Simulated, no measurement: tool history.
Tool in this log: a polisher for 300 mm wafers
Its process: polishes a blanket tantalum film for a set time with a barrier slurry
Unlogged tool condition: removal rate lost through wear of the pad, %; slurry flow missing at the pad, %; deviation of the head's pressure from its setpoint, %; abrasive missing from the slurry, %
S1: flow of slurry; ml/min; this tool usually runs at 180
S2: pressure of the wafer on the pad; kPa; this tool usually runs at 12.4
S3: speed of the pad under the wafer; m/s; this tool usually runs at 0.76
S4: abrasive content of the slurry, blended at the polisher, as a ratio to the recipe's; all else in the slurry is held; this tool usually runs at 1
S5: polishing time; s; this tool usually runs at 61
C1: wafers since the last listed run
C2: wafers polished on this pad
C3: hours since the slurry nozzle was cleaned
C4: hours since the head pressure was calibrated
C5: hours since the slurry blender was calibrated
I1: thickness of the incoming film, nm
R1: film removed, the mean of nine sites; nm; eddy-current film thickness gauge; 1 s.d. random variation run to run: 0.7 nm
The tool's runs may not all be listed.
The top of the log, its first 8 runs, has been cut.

run	hour	S1	S2	S3	S4	S5	C1	C2	C3	C4	C5	I1	R1
9	747.1	180	12.4	0.76	1	61	638	5011	159.1	474.7	424.6	260.9	73.9
10	852.3	180	12.4	0.76	1	61	1065	6077	264.3	579.9	529.8	259.3	72.3
# hour 877.7: head pressure recalibrated
# hour 887: slurry blender recalibrated
11	888.8	180	12.4	0.76	1	61	329	6406	300.8	11.1	1.8	261.8	72.4
# hour 914.4: worn pad replaced by a new one, repeated, since the last time left the tool worse
12	1130.3	180	12.4	0.76	1	61	2406	2187	542.3	252.6	243.3	261.6	82.2
# hour 1144.4: slurry nozzle cleaned
13	1237.3	180	12.4	0.76	0.8	61	1073	3261	92.9	359.6	350.3	258.3	76.4
14	1281.1	180	12.4	0.76	0.8	61	443	3704	136.7	403.4	394.1	257.1	74.7
15	1362.8	125	12.4	0.76	1.1	61	827	4532	218.4	485.1	475.8	261.1	75.3
# hour 1422.6: slurry blender recalibrated
# hour 1432.3: head pressure recalibrated
# hour 1453: worn pad replaced by a new one
16	1461.1	120	12.4	0.76	1	45	914	81	316.7	28.8	38.5	260.2	55.8
17	1510.1	220	12.4	0.76	1	43	496	578	365.7	77.8	87.5	262.6	59.4
18	1562.1	180	12.4	0.76	1	61	526	1105	417.7	129.8	139.5	261.9	81.9
19	1650.9	205	12.4	0.76	1	61	899	2004	506.5	218.6	228.3	262.4	83.9
# hour 1692.3: slurry nozzle cleaned
20	1756.1	180	15.9	0.76	1	61	1055	3060	63.8	323.8	333.5	261.4	102.7
21	1812.9	180	12.4	0.6	1.1	68	575	3635	120.6	380.6	390.3	261.6	76.9
22	1920.6	180	9.7	0.92	1	61	1091	4727	228.3	488.3	498	257.6	71.5
# hour 1959.1: slurry blender recalibrated
# hour 1971.3: head pressure recalibrated
# hour 2014.5: worn pad replaced by a new one
23	2021.6	155	15.2	0.76	1	61	942	72	329.3	50.3	62.5	260.1	96.4
24	2106.7	180	12.4	0.76	0.85	79	862	934	414.4	135.4	147.6	259.3	102.9
# hour 2287.8: slurry nozzle cleaned
25	2299.9	180	12.4	0.76	1	61	1947	2881	12.1	328.6	340.8	259.7	81.6
26	2373	180	12.4	0.76	1	61	740	3621	85.2	401.7	413.9	260.1	80.1
27	2427.1	180	12.4	0.64	1	74	548	4170	139.3	455.8	468	258.7	85.3
28	2470.1	180	12.4	0.76	1	61	435	4605	182.3	498.8	511	255.5	79.9
# hour 2487.8: head pressure recalibrated
29	2532	180	9.7	0.9	1	61	606	5212	244.2	44.2	572.9	260.7	69.8
# hour 2590.1: slurry blender recalibrated
30	2608.9	180	12.4	0.76	0.9	77	758	5971	321.1	121.1	18.8	258.9	94.7

Predict each of these 4 candidate next runs independently; none follows another, all start after run 30:
A	2609.3	180	12.4	0.76	1	41	4	5975	321.5	121.5	19.2	257.5	?
B	2609.3	155	9.7	0.56	1	43	4	5975	321.5	121.5	19.2	257.5	?
C	2609.3	205	15.2	0.76	1	61	4	5975	321.5	121.5	19.2	257.5	?
D	2609.3	225	12.4	0.66	1	61	4	5975	321.5	121.5	19.2	257.5	?

run	R1
A	51.9
B	33.1
C	96.2
D	71.8
Without the tool's hidden state the same runs would have given:
run	R1
A	54.7
B	34.9
C	101.5
D	75.7
